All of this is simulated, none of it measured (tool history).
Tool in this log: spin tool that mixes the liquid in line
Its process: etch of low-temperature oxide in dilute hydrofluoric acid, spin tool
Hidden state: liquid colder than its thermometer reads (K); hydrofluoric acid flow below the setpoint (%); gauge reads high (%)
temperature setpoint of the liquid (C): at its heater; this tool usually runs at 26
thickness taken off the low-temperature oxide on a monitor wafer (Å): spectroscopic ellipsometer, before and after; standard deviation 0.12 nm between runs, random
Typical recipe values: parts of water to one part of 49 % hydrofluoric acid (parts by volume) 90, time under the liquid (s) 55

run   hour  temperature setpoint of the liquid (C)  parts of water to one part of 49 % hydrofluoric acid (parts by volume)  time under the liquid (s)  wafers since the last listed run  hours since the thermometer was replaced  hours since the hydrofluoric acid flow meter was replaced  hours since the gauge calibration  read-back film thickness of the low-temperature oxide reference wafer, read on the same gauge (nm)  thickness taken off the low-temperature oxide on a monitor wafer (Å)
  1      0                                    27.5                                                                      90                         55                                 0                                    1858.1                                                     2532.5                               89.4                                                                                              139.99                                                                 255.5
  2   31.9                                    27.5                                                                      90                         55                               259                                      1890                                                     2564.4                              121.3                                                                                                 140                                                                 256.2
  3   55.7                                    27.5                                                                      90                         55                               193                                    1913.8                                                     2588.2                              145.1                                                                                              140.04                                                                 254.7
  4   68.4                                      26                                                                      90                         55                               103                                    1926.5                                                     2600.9                              157.8                                                                                              140.02                                                                 239.7
  5   81.9                                      26                                                                      90                         55                               109                                      1940                                                     2614.4                              171.3                                                                                              140.03                                                                 237.9
  6  104.6                                      30                                                                      90                         55                               184                                    1962.7                                                     2637.1                                194                                                                                              140.01                                                                 278.8
       106  -- thermometer replaced
  7  132.1                                      30                                                                      90                         55                               215                                      26.1                                                     2664.6                              221.5                                                                                              139.99                                                                   279
  8  148.9                                      26                                                                      90                         55                               136                                      42.9                                                     2681.4                              238.3                                                                                              139.97                                                                 239.5
       164  -- hydrofluoric acid flow meter replaced
  9  167.2                                      26                                                                     130                         55                               140                                      61.2                                                        3.2                              256.6                                                                                              140.05                                                                 157.3
 10  188.6                                      26                                                                      90                         55                               173                                      82.6                                                       24.6                                278                                                                                              139.99                                                                   239
 11    206                                      26                                                                      70                         55                               141                                       100                                                         42                              295.4                                                                                              139.95                                                                 315.5
 12  224.4                                      23                                                                      90                         55                               149                                     118.4                                                       60.4                              313.8                                                                                              139.98                                                                 210.8
     226.6  -- gauge calibrated
 13  244.4                                      26                                                                     115                         20                               162                                     138.4                                                       80.4                               17.8                                                                                              139.95                                                                    66
 14  271.7                                    28.5                                                                      60                         25                               221                                     165.7                                                      107.7                               45.1                                                                                              139.96                                                                 188.1
 15  287.9                                      26                                                                      90                         55                               131                                     181.9                                                      123.9                               61.3                                                                                              140.03                                                                 237.7

Exercise: give the hidden state of the tool at every run:
liquid colder than its thermometer reads (K): 0 on each run
hydrofluoric acid flow below the setpoint (%): 0 on each run
gauge reads high (%): 0 on each run
